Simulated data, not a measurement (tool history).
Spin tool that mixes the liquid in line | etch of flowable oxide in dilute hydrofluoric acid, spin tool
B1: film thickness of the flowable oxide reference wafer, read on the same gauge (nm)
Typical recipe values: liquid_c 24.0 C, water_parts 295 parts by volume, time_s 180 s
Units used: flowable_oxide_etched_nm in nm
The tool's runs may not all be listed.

run 1 hour=0.0 | liquid_c=25.0 water_parts=295 time_s=180 | B1=69.99 | flowable_oxide_etched_nm=14.20
run 2 hour=30.9 | liquid_c=24.0 water_parts=295 time_s=155 | B1=70.03 | flowable_oxide_etched_nm=11.88
run 3 hour=111.7 | liquid_c=24.0 water_parts=295 time_s=155 | B1=69.99 | flowable_oxide_etched_nm=11.83
run 4 hour=218.9 | liquid_c=24.0 water_parts=295 time_s=155 | B1=69.99 | flowable_oxide_etched_nm=11.61
run 5 hour=234.2 | liquid_c=24.0 water_parts=295 time_s=180 | B1=69.98 | flowable_oxide_etched_nm=13.57
run 6 hour=249.2 | liquid_c=24.0 water_parts=295 time_s=180 | B1=70.01 | flowable_oxide_etched_nm=13.62
run 7 hour=266.7 | liquid_c=24.0 water_parts=295 time_s=180 | B1=70.02 | flowable_oxide_etched_nm=13.56
run 8 hour=286.9 | liquid_c=24.0 water_parts=295 time_s=180 | B1=70.01 | flowable_oxide_etched_nm=13.61
run 9 hour=314.0 | liquid_c=24.0 water_parts=195 time_s=180 | B1=70.01 | flowable_oxide_etched_nm=22.50
-- hour=332.5 thermometer replaced
run 10 hour=348.6 | liquid_c=24.0 water_parts=195 time_s=180 | B1=69.99 | flowable_oxide_etched_nm=24.12
run 11 hour=372.1 | liquid_c=24.0 water_parts=195 time_s=180 | B1=70.04 | flowable_oxide_etched_nm=23.86
run 12 hour=389.4 | liquid_c=24.0 water_parts=295 time_s=180 | B1=70.01 | flowable_oxide_etched_nm=14.26
run 13 hour=417.5 | liquid_c=24.0 water_parts=295 time_s=110 | B1=70.02 | flowable_oxide_etched_nm=8.70
run 14 hour=446.2 | liquid_c=24.0 water_parts=295 time_s=110 | B1=70.01 | flowable_oxide_etched_nm=8.66
run 15 hour=473.6 | liquid_c=20.5 water_parts=295 time_s=180 | B1=70.01 | flowable_oxide_etched_nm=12.39
run 16 hour=500.0 | liquid_c=24.0 water_parts=295 time_s=105 | B1=70.00 | flowable_oxide_etched_nm=8.28
run 17 hour=530.6 | liquid_c=28.0 water_parts=385 time_s=230 | B1=70.00 | flowable_oxide_etched_nm=14.53
-- hour=552.3 hydrofluoric acid flow meter replaced
run 18 hour=558.4 | liquid_c=24.0 water_parts=295 time_s=95 | B1=70.01 | flowable_oxide_etched_nm=7.43
run 19 hour=592.3 | liquid_c=27.0 water_parts=435 time_s=225 | B1=70.00 | flowable_oxide_etched_nm=11.63
-- hour=602.0 gauge calibrated
run 20 hour=647.6 | liquid_c=22.5 water_parts=295 time_s=245 | B1=69.99 | flowable_oxide_etched_nm=18.11
run 21 hour=662.6 | liquid_c=24.0 water_parts=195 time_s=180 | B1=70.01 | flowable_oxide_etched_nm=23.51
run 22 hour=693.7 | liquid_c=24.0 water_parts=295 time_s=115 | B1=69.98 | flowable_oxide_etched_nm=8.83
run 23 hour=714.1 | liquid_c=24.0 water_parts=295 time_s=115 | B1=70.02 | flowable_oxide_etched_nm=8.98
run 24 hour=735.8 | liquid_c=20.0 water_parts=295 time_s=180 | B1=70.01 | flowable_oxide_etched_nm=12.12
run 25 hour=750.2 | liquid_c=29.0 water_parts=170 time_s=255 | B1=70.01 | flowable_oxide_etched_nm=46.72
run 26 hour=770.0 | liquid_c=24.0 water_parts=295 time_s=180 | B1=70.03 | flowable_oxide_etched_nm=13.89
run 27 hour=795.7 | liquid_c=28.5 water_parts=390 time_s=180 | B1=70.01 | flowable_oxide_etched_nm=11.16
run 28 hour=811.1 | liquid_c=24.0 water_parts=295 time_s=90 | B1=70.00 | flowable_oxide_etched_nm=6.97
run 29 hour=830.7 | liquid_c=28.0 water_parts=380 time_s=140 | B1=70.03 | flowable_oxide_etched_nm=8.91
run 30 hour=860.9 | liquid_c=29.0 water_parts=225 time_s=240 | B1=69.99 | flowable_oxide_etched_nm=31.27
run 31 hour=887.6 | liquid_c=27.0 water_parts=440 time_s=140 | B1=70.00 | flowable_oxide_etched_nm=6.95
run 32 hour=907.9 | liquid_c=24.0 water_parts=230 time_s=90 | B1=70.01 | flowable_oxide_etched_nm=9.41
run 33 hour=920.5 | liquid_c=29.0 water_parts=405 time_s=235 | B1=70.00 | flowable_oxide_etched_nm=13.84
run 34 hour=978.9 | liquid_c=27.0 water_parts=295 time_s=180 | B1=70.01 | flowable_oxide_etched_nm=15.19
run 35 hour=1011.5 | liquid_c=24.0 water_parts=295 time_s=180 | B1=70.05 | flowable_oxide_etched_nm=13.82

Here are 3 independent what-if runs from the current tool condition. What would each one return?
run A hour=1012.0 | liquid_c=24.0 water_parts=295 time_s=250 | B1=? | flowable_oxide_etched_nm=?
run B hour=1012.0 | liquid_c=24.0 water_parts=400 time_s=265 | B1=? | flowable_oxide_etched_nm=?
run C hour=1012.0 | liquid_c=24.0 water_parts=295 time_s=280 | B1=? | flowable_oxide_etched_nm=?

run=A B1=70.00 flowable_oxide_etched_nm=19.08
run=B B1=70.00 flowable_oxide_etched_nm=13.55
run=C B1=70.00 flowable_oxide_etched_nm=21.36
What these runs would have given with no unlogged condition in the tool:
run=A flowable_oxide_etched_nm=19.87
run=B flowable_oxide_etched_nm=14.08
run=C flowable_oxide_etched_nm=22.25

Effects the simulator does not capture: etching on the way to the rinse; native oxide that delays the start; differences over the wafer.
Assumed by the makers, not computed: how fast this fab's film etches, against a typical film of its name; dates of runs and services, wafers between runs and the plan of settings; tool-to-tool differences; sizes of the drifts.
